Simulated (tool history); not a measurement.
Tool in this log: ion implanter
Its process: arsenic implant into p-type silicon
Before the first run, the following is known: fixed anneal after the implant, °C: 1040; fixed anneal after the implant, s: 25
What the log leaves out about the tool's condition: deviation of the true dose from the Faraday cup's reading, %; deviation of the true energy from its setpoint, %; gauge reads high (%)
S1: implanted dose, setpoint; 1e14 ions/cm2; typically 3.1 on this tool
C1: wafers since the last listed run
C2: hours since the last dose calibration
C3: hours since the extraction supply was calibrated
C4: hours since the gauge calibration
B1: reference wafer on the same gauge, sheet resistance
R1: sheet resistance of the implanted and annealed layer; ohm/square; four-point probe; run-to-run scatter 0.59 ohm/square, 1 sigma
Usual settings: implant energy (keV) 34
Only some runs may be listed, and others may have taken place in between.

run 1 hour=0 | S1=3.1 implant_energy_(keV)=40.5 | C1=0 C2=601.7 C3=1397.2 C4=1281.6 | B1=247.18 | R1=264.54
run 2 hour=24.1 | S1=2.61 implant_energy_(keV)=34 | C1=469 C2=625.8 C3=1421.3 C4=1305.7 | B1=247.19 | R1=307.89
run 3 hour=75.7 | S1=3.1 implant_energy_(keV)=34 | C1=1005 C2=677.4 C3=1472.9 C4=1357.3 | B1=247.61 | R1=271.09
-- hour=79.3 gauge calibrated
run 4 hour=118.5 | S1=3.1 implant_energy_(keV)=34 | C1=834 C2=720.2 C3=1515.7 C4=39.2 | B1=242.62 | R1=266.24
run 5 hour=164.5 | S1=3.1 implant_energy_(keV)=34 | C1=896 C2=766.2 C3=1561.7 C4=85.2 | B1=242.48 | R1=265.84
run 6 hour=232.3 | S1=2.84 implant_energy_(keV)=41 | C1=1321 C2=834 C3=1629.5 C4=153 | B1=242.7 | R1=276.44
run 7 hour=264.3 | S1=2.84 implant_energy_(keV)=41 | C1=623 C2=866 C3=1661.5 C4=185 | B1=242.73 | R1=276.83
run 8 hour=301.8 | S1=2.84 implant_energy_(keV)=41 | C1=731 C2=903.5 C3=1699 C4=222.5 | B1=242.69 | R1=277.28
run 9 hour=349.1 | S1=3.1 implant_energy_(keV)=34 | C1=922 C2=950.8 C3=1746.3 C4=269.8 | B1=242.78 | R1=265.29
run 10 hour=419.9 | S1=3.1 implant_energy_(keV)=34 | C1=1380 C2=1021.6 C3=1817.1 C4=340.6 | B1=242.87 | R1=266.02
run 11 hour=464.1 | S1=3.1 implant_energy_(keV)=34 | C1=861 C2=1065.8 C3=1861.3 C4=384.8 | B1=243.06 | R1=265.83
run 12 hour=526 | S1=3.1 implant_energy_(keV)=34 | C1=1206 C2=1127.7 C3=1923.2 C4=446.7 | B1=243.15 | R1=265.94
run 13 hour=581.6 | S1=3.1 implant_energy_(keV)=34 | C1=1083 C2=1183.3 C3=1978.8 C4=502.3 | B1=243.28 | R1=267.61
run 14 hour=652.6 | S1=2.47 implant_energy_(keV)=26.5 | C1=1384 C2=1254.3 C3=2049.8 C4=573.3 | B1=243.48 | R1=326.63
run 15 hour=681.7 | S1=3.72 implant_energy_(keV)=23 | C1=567 C2=1283.4 C3=2078.9 C4=602.4 | B1=243.57 | R1=244.01
run 16 hour=733.2 | S1=2.68 implant_energy_(keV)=42.5 | C1=1003 C2=1334.9 C3=2130.4 C4=653.9 | B1=243.9 | R1=289.84
run 17 hour=759.9 | S1=2.48 implant_energy_(keV)=34 | C1=520 C2=1361.6 C3=2157.1 C4=680.6 | B1=244.05 | R1=316.09
run 18 hour=826.4 | S1=3.1 implant_energy_(keV)=34 | C1=1296 C2=1428.1 C3=2223.6 C4=747.1 | B1=244.13 | R1=267.17
run 19 hour=856.7 | S1=3.1 implant_energy_(keV)=27.5 | C1=590 C2=1458.4 C3=2253.9 C4=777.4 | B1=244.27 | R1=275.29
run 20 hour=885.6 | S1=2.57 implant_energy_(keV)=34 | C1=563 C2=1487.3 C3=2282.8 C4=806.3 | B1=244.49 | R1=307.6
-- hour=920.7 Faraday cup replaced and dose calibrated
run 21 hour=924 | S1=3.1 implant_energy_(keV)=31 | C1=592 C2=3.3 C3=2321.2 C4=844.7 | B1=244.7 | R1=271.44
run 22 hour=959.7 | S1=3.35 implant_energy_(keV)=27.5 | C1=695 C2=39 C3=2356.9 C4=880.4 | B1=244.82 | R1=258.52
run 23 hour=1018.1 | S1=3.1 implant_energy_(keV)=34 | C1=1138 C2=97.4 C3=2415.3 C4=938.8 | B1=245.21 | R1=268.6
run 24 hour=1051.9 | S1=3.42 implant_energy_(keV)=24 | C1=658 C2=131.2 C3=2449.1 C4=972.6 | B1=245.41 | R1=260.91
run 25 hour=1200.7 | S1=2.81 implant_energy_(keV)=26 | C1=2900 C2=280 C3=2597.9 C4=1121.4 | B1=246.52 | R1=301.43
run 26 hour=1241.6 | S1=3.1 implant_energy_(keV)=34 | C1=797 C2=320.9 C3=2638.8 C4=1162.3 | B1=246.71 | R1=270.3
run 27 hour=1280.4 | S1=2.35 implant_energy_(keV)=45 | C1=756 C2=359.7 C3=2677.6 C4=1201.1 | B1=246.98 | R1=319.91
-- hour=1317 gauge calibrated
-- hour=1329.5 extraction supply calibrated
run 28 hour=1341.4 | S1=2.71 implant_energy_(keV)=29 | C1=1033 C2=420.7 C3=11.9 C4=24.4 | B1=241.03 | R1=300.02
run 29 hour=1386.6 | S1=3.1 implant_energy_(keV)=39.5 | C1=881 C2=465.9 C3=57.1 C4=69.6 | B1=241.06 | R1=259.69
run 30 hour=1572.5 | S1=3.1 implant_energy_(keV)=34 | C1=3624 C2=651.8 C3=243 C4=255.5 | B1=241.08 | R1=264.01
run 31 hour=1604.4 | S1=2.45 implant_energy_(keV)=25.5 | C1=621 C2=683.7 C3=274.9 C4=287.4 | B1=241.26 | R1=329.34
run 32 hour=1707.6 | S1=2.41 implant_energy_(keV)=39 | C1=2011 C2=786.9 C3=378.1 C4=390.6 | B1=241.37 | R1=312.86
run 33 hour=1742.8 | S1=2.38 implant_energy_(keV)=38.5 | C1=686 C2=822.1 C3=413.3 C4=425.8 | B1=241.62 | R1=316.69
run 34 hour=1785.5 | S1=3.1 implant_energy_(keV)=28.5 | C1=832 C2=864.8 C3=456 C4=468.5 | B1=241.79 | R1=271.35
run 35 hour=1819.2 | S1=3.64 implant_energy_(keV)=37.5 | C1=656 C2=898.5 C3=489.7 C4=502.2 | B1=241.87 | R1=231.37
run 36 hour=1851.8 | S1=3.1 implant_energy_(keV)=34 | C1=635 C2=931.1 C3=522.3 C4=534.8 | B1=241.86 | R1=264.43

Some steps in R1 between neighbouring runs. How much of each would the tool show without its hidden state too (settings, what came in, random variation), and how much is left for the hidden state, with any gauge scatter that isn't in both results?
Run 3 -> 4: gauge calibrated. R1 -4.85 ohm/square: hidden state -5.68, all else +0.83.
Run 13 -> 14: S1 3.1 -> 2.47, implant energy (keV) 34 -> 26.5. R1 +59.02 ohm/square: hidden state +0.63, all else +58.39.
Run 14 -> 15: S1 2.47 -> 3.72, implant energy (keV) 26.5 -> 23. R1 -82.62 ohm/square: hidden state -0.43, all else -82.19.
Run 24 -> 25: S1 3.42 -> 2.81, implant energy (keV) 24 -> 26. R1 +40.52 ohm/square: hidden state +1.72, all else +38.8.
Run 27 -> 28: S1 2.35 -> 2.71, implant energy (keV) 45 -> 29, gauge calibrated, extraction supply calibrated. R1 -19.89 ohm/square: hidden state -7.63, all else -12.26.
Run 30 -> 31: S1 3.1 -> 2.45, implant energy (keV) 34 -> 25.5. R1 +65.33 ohm/square: hidden state -0.12, all else +65.45.

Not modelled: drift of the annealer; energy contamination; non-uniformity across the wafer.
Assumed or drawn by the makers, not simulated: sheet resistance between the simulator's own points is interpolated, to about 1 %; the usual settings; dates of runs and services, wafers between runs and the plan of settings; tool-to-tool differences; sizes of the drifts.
